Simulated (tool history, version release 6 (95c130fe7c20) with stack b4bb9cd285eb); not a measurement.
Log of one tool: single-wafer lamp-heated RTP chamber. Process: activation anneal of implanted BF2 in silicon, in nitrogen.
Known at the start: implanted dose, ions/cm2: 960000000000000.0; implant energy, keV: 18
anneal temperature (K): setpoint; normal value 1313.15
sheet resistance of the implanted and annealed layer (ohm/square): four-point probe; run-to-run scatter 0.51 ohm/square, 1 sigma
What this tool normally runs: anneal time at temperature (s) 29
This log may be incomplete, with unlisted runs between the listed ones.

| run | hour | anneal temperature (K) | anneal time at temperature (s) | read-back reference wafer on the same gauge, sheet resistance | sheet resistance of the implanted and annealed layer (ohm/square) |
|---|---|---|---|---|---|
| 1 | 0.0 | 1313.15 | 29 | 159.10 | 146.33 |
| 2 | 24.7 | 1313.15 | 24 | 159.16 | 150.68 |
|  | 56.4 | reflector plate cleaned |
| 3 | 56.9 | 1313.15 | 29 | 158.82 | 145.78 |
| 4 | 69.0 | 1313.15 | 29 | 159.09 | 145.15 |
| 5 | 88.5 | 1313.15 | 29 | 159.19 | 144.36 |
|  | 138.6 | pyrometer window cleaned and pyrometer calibrated |
| 6 | 171.7 | 1313.15 | 29 | 159.03 | 147.32 |
| 7 | 192.7 | 1313.15 | 19 | 159.04 | 152.87 |
| 8 | 210.2 | 1313.15 | 19 | 159.05 | 153.10 |
| 9 | 226.3 | 1313.15 | 19 | 158.83 | 152.29 |
| 10 | 254.5 | 1313.15 | 23 | 158.79 | 147.62 |
| 11 | 269.9 | 1313.15 | 23 | 158.77 | 147.24 |
|  | 283.6 | pyrometer window cleaned and pyrometer calibrated |
| 12 | 284.0 | 1313.15 | 29 | 158.87 | 148.84 |
| 13 | 307.3 | 1313.15 | 29 | 158.82 | 148.01 |
| 14 | 331.2 | 1313.15 | 29 | 159.20 | 147.16 |
|  | 348.9 | reflector plate cleaned |
| 15 | 349.4 | 1304.15 | 29 | 158.83 | 151.03 |
| 16 | 364.4 | 1313.15 | 38 | 159.06 | 141.05 |
| 17 | 377.3 | 1325.15 | 38 | 159.14 | 134.09 |
| 18 | 404.6 | 1287.15 | 29 | 158.97 | 158.98 |
|  | 423.7 | gauge calibrated |
| 19 | 435.2 | 1337.15 | 25 | 158.94 | 130.32 |
|  | 448.4 | pyrometer window cleaned and pyrometer calibrated |
| 20 | 467.4 | 1313.15 | 29 | 159.10 | 148.82 |
| 21 | 481.8 | 1313.15 | 29 | 159.00 | 148.06 |
| 22 | 495.4 | 1313.15 | 29 | 159.13 | 147.23 |
| 23 | 511.3 | 1325.15 | 29 | 159.05 | 139.17 |
| 24 | 536.7 | 1313.15 | 29 | 159.00 | 145.89 |
| 25 | 559.1 | 1298.15 | 45 | 159.18 | 144.81 |
| 26 | 577.8 | 1313.15 | 29 | 159.13 | 143.79 |
|  | 590.8 | pyrometer window cleaned and pyrometer calibrated |
| 27 | 591.8 | 1298.15 | 43 | 158.99 | 149.14 |
| 28 | 625.5 | 1291.15 | 22 | 158.99 | 167.89 |
|  | 637.0 | reflector plate cleaned |
| 29 | 661.5 | 1334.15 | 29 | 158.86 | 133.34 |
| 30 | 697.3 | 1313.15 | 29 | 158.93 | 144.22 |
| 31 | 714.9 | 1333.15 | 43 | 158.98 | 126.54 |
|  | 758.2 | pyrometer window cleaned and pyrometer calibrated |
| 32 | 771.3 | 1298.15 | 45 | 159.14 | 148.27 |

3 options for the next run, each taken on its own from the tool as it stands now. Forecast them:
| A | 771.7 | 1313.15 | 29 | ? | ? |
| B | 771.7 | 1339.15 | 19 | ? | ? |
| C | 771.7 | 1290.15 | 29 | ? | ? |

| run | read-back reference wafer on the same gauge, sheet resistance | sheet resistance of the implanted and annealed layer (ohm/square) |
|---|---|---|
| A | 158.96 | 147.37 |
| B | 158.96 | 138.60 |
| C | 158.96 | 162.13 |
Without the tool's hidden state the same runs would have given:
| run | sheet resistance of the implanted and annealed layer (ohm/square) |
|---|---|
| A | 148.21 |
| B | 139.48 |
| C | 163.58 |

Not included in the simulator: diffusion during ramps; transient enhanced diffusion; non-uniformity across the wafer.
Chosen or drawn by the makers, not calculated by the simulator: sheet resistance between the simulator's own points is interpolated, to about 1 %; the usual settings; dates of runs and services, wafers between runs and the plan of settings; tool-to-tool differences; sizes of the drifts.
